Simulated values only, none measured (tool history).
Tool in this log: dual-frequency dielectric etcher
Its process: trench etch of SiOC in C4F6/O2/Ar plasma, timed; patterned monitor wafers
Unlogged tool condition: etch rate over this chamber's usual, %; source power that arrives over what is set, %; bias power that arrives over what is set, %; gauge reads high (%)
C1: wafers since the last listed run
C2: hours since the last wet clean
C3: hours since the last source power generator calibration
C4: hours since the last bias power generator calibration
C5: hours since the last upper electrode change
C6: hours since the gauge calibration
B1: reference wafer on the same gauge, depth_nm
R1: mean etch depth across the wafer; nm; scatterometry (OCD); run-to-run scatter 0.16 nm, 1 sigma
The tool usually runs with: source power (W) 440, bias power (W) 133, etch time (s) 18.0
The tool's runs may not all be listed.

run 1 hour=0.0 | source_power_(W)=440 bias_power_(W)=133 etch_time_(s)=18.0 | C1=0 C2=462.1 C3=3411.5 C4=1243.1 C5=4322.2 C6=155.6 | B1=34.01 | R1=33.27
run 2 hour=87.8 | source_power_(W)=440 bias_power_(W)=133 etch_time_(s)=18.0 | C1=1070 C2=549.9 C3=3499.3 C4=1330.9 C5=4410.0 C6=243.4 | B1=33.98 | R1=33.76
-- hour=176.2 wet clean of the chamber
run 3 hour=180.4 | source_power_(W)=440 bias_power_(W)=144 etch_time_(s)=18.0 | C1=836 C2=4.2 C3=3591.9 C4=1423.5 C5=4502.6 C6=336.0 | B1=34.02 | R1=34.25
-- hour=215.1 source power generator calibrated
run 4 hour=254.6 | source_power_(W)=440 bias_power_(W)=133 etch_time_(s)=19.5 | C1=855 C2=78.4 C3=39.5 C4=1497.7 C5=4576.8 C6=410.2 | B1=34.10 | R1=36.11
run 5 hour=292.0 | source_power_(W)=440 bias_power_(W)=133 etch_time_(s)=19.5 | C1=455 C2=115.8 C3=76.9 C4=1535.1 C5=4614.2 C6=447.6 | B1=34.01 | R1=36.34
run 6 hour=367.7 | source_power_(W)=400 bias_power_(W)=133 etch_time_(s)=18.0 | C1=922 C2=191.5 C3=152.6 C4=1610.8 C5=4689.9 C6=523.3 | B1=34.04 | R1=32.30
-- hour=454.4 upper electrode replaced
run 7 hour=454.9 | source_power_(W)=440 bias_power_(W)=133 etch_time_(s)=18.0 | C1=770 C2=278.7 C3=239.8 C4=1698.0 C5=0.5 C6=610.5 | B1=34.03 | R1=33.70
run 8 hour=491.8 | source_power_(W)=440 bias_power_(W)=133 etch_time_(s)=18.0 | C1=449 C2=315.6 C3=276.7 C4=1734.9 C5=37.4 C6=647.4 | B1=34.03 | R1=33.12
-- hour=534.2 bias power generator calibrated
run 9 hour=584.2 | source_power_(W)=440 bias_power_(W)=133 etch_time_(s)=18.0 | C1=1077 C2=408.0 C3=369.1 C4=50.0 C5=129.8 C6=739.8 | B1=33.99 | R1=33.71
run 10 hour=655.3 | source_power_(W)=440 bias_power_(W)=133 etch_time_(s)=22.0 | C1=866 C2=479.1 C3=440.2 C4=121.1 C5=200.9 C6=810.9 | B1=33.96 | R1=40.40
run 11 hour=755.1 | source_power_(W)=440 bias_power_(W)=133 etch_time_(s)=22.0 | C1=1216 C2=578.9 C3=540.0 C4=220.9 C5=300.7 C6=910.7 | B1=34.05 | R1=41.09
run 12 hour=791.7 | source_power_(W)=440 bias_power_(W)=133 etch_time_(s)=18.0 | C1=446 C2=615.5 C3=576.6 C4=257.5 C5=337.3 C6=947.3 | B1=34.04 | R1=33.38
-- hour=851.1 wet clean of the chamber
run 13 hour=851.6 | source_power_(W)=440 bias_power_(W)=133 etch_time_(s)=18.0 | C1=437 C2=0.5 C3=636.5 C4=317.4 C5=397.2 C6=1007.2 | B1=33.97 | R1=33.41
run 14 hour=900.4 | source_power_(W)=500 bias_power_(W)=107 etch_time_(s)=19.5 | C1=594 C2=49.3 C3=685.3 C4=366.2 C5=446.0 C6=1056.0 | B1=34.00 | R1=35.54
run 15 hour=979.3 | source_power_(W)=440 bias_power_(W)=133 etch_time_(s)=15.0 | C1=961 C2=128.2 C3=764.2 C4=445.1 C5=524.9 C6=1134.9 | B1=34.03 | R1=27.73
run 16 hour=1253.6 | source_power_(W)=510 bias_power_(W)=143 etch_time_(s)=14.5 | C1=3344 C2=402.5 C3=1038.5 C4=719.4 C5=799.2 C6=1409.2 | B1=33.98 | R1=29.25
run 17 hour=1316.1 | source_power_(W)=440 bias_power_(W)=133 etch_time_(s)=18.0 | C1=761 C2=465.0 C3=1101.0 C4=781.9 C5=861.7 C6=1471.7 | B1=33.94 | R1=33.13
-- hour=1384.5 wet clean of the chamber
run 18 hour=1400.8 | source_power_(W)=440 bias_power_(W)=133 etch_time_(s)=18.0 | C1=740 C2=16.3 C3=1185.7 C4=866.6 C5=946.4 C6=1556.4 | B1=33.99 | R1=33.21
run 19 hour=1455.9 | source_power_(W)=440 bias_power_(W)=133 etch_time_(s)=18.0 | C1=671 C2=71.4 C3=1240.8 C4=921.7 C5=1001.5 C6=1611.5 | B1=33.97 | R1=33.45
run 20 hour=1516.3 | source_power_(W)=440 bias_power_(W)=133 etch_time_(s)=18.0 | C1=736 C2=131.8 C3=1301.2 C4=982.1 C5=1061.9 C6=1671.9 | B1=34.00 | R1=33.68
-- hour=1545.4 gauge calibrated
run 21 hour=1595.2 | source_power_(W)=500 bias_power_(W)=156 etch_time_(s)=20.5 | C1=961 C2=210.7 C3=1380.1 C4=1061.0 C5=1140.8 C6=49.8 | B1=34.04 | R1=41.77
run 22 hour=1648.2 | source_power_(W)=390 bias_power_(W)=108 etch_time_(s)=13.0 | C1=646 C2=263.7 C3=1433.1 C4=1114.0 C5=1193.8 C6=102.8 | B1=33.99 | R1=21.75
run 23 hour=1698.7 | source_power_(W)=440 bias_power_(W)=133 etch_time_(s)=20.0 | C1=615 C2=314.2 C3=1483.6 C4=1164.5 C5=1244.3 C6=153.3 | B1=34.00 | R1=37.36
run 24 hour=1774.7 | source_power_(W)=440 bias_power_(W)=133 etch_time_(s)=22.5 | C1=926 C2=390.2 C3=1559.6 C4=1240.5 C5=1320.3 C6=229.3 | B1=33.93 | R1=41.54
run 25 hour=1869.7 | source_power_(W)=440 bias_power_(W)=133 etch_time_(s)=18.0 | C1=1158 C2=485.2 C3=1654.6 C4=1335.5 C5=1415.3 C6=324.3 | B1=34.01 | R1=33.38
run 26 hour=1946.5 | source_power_(W)=440 bias_power_(W)=122 etch_time_(s)=18.0 | C1=936 C2=562.0 C3=1731.4 C4=1412.3 C5=1492.1 C6=401.1 | B1=34.01 | R1=32.73
-- hour=2029.8 wet clean of the chamber
run 27 hour=2030.3 | source_power_(W)=500 bias_power_(W)=162 etch_time_(s)=14.5 | C1=729 C2=0.5 C3=1815.2 C4=1496.1 C5=1575.9 C6=484.9 | B1=33.93 | R1=29.92
run 28 hour=2076.7 | source_power_(W)=340 bias_power_(W)=123 etch_time_(s)=15.5 | C1=565 C2=46.9 C3=1861.6 C4=1542.5 C5=1622.3 C6=531.3 | B1=33.98 | R1=25.67
run 29 hour=2167.7 | source_power_(W)=340 bias_power_(W)=118 etch_time_(s)=21.5 | C1=1109 C2=137.9 C3=1952.6 C4=1633.5 C5=1713.3 C6=622.3 | B1=33.97 | R1=35.02
run 30 hour=2258.6 | source_power_(W)=520 bias_power_(W)=163 etch_time_(s)=14.0 | C1=1108 C2=228.8 C3=2043.5 C4=1724.4 C5=1804.2 C6=713.2 | B1=34.00 | R1=29.26

Consider 4 possible next runs. They are alternatives, not a sequence: every one starts from the tool as it was left by run 30. What does each give?
run A hour=2259.0 | source_power_(W)=440 bias_power_(W)=133 etch_time_(s)=18.0 | C1=4 C2=229.2 C3=2043.9 C4=1724.8 C5=1804.6 C6=713.6 | B1=? | R1=?
run B hour=2259.0 | source_power_(W)=440 bias_power_(W)=124 etch_time_(s)=12.5 | C1=4 C2=229.2 C3=2043.9 C4=1724.8 C5=1804.6 C6=713.6 | B1=? | R1=?
run C hour=2259.0 | source_power_(W)=380 bias_power_(W)=109 etch_time_(s)=18.0 | C1=4 C2=229.2 C3=2043.9 C4=1724.8 C5=1804.6 C6=713.6 | B1=? | R1=?
run D hour=2259.0 | source_power_(W)=480 bias_power_(W)=124 etch_time_(s)=13.0 | C1=4 C2=229.2 C3=2043.9 C4=1724.8 C5=1804.6 C6=713.6 | B1=? | R1=?

run=A B1=33.99 R1=33.45
run=B B1=33.99 R1=22.75
run=C B1=33.99 R1=29.91
run=D B1=33.99 R1=24.43
With the hidden condition removed and each run's random variation left untouched, the same runs would have given:
run=A R1=33.45
run=B R1=22.75
run=C R1=29.91
run=D R1=24.43
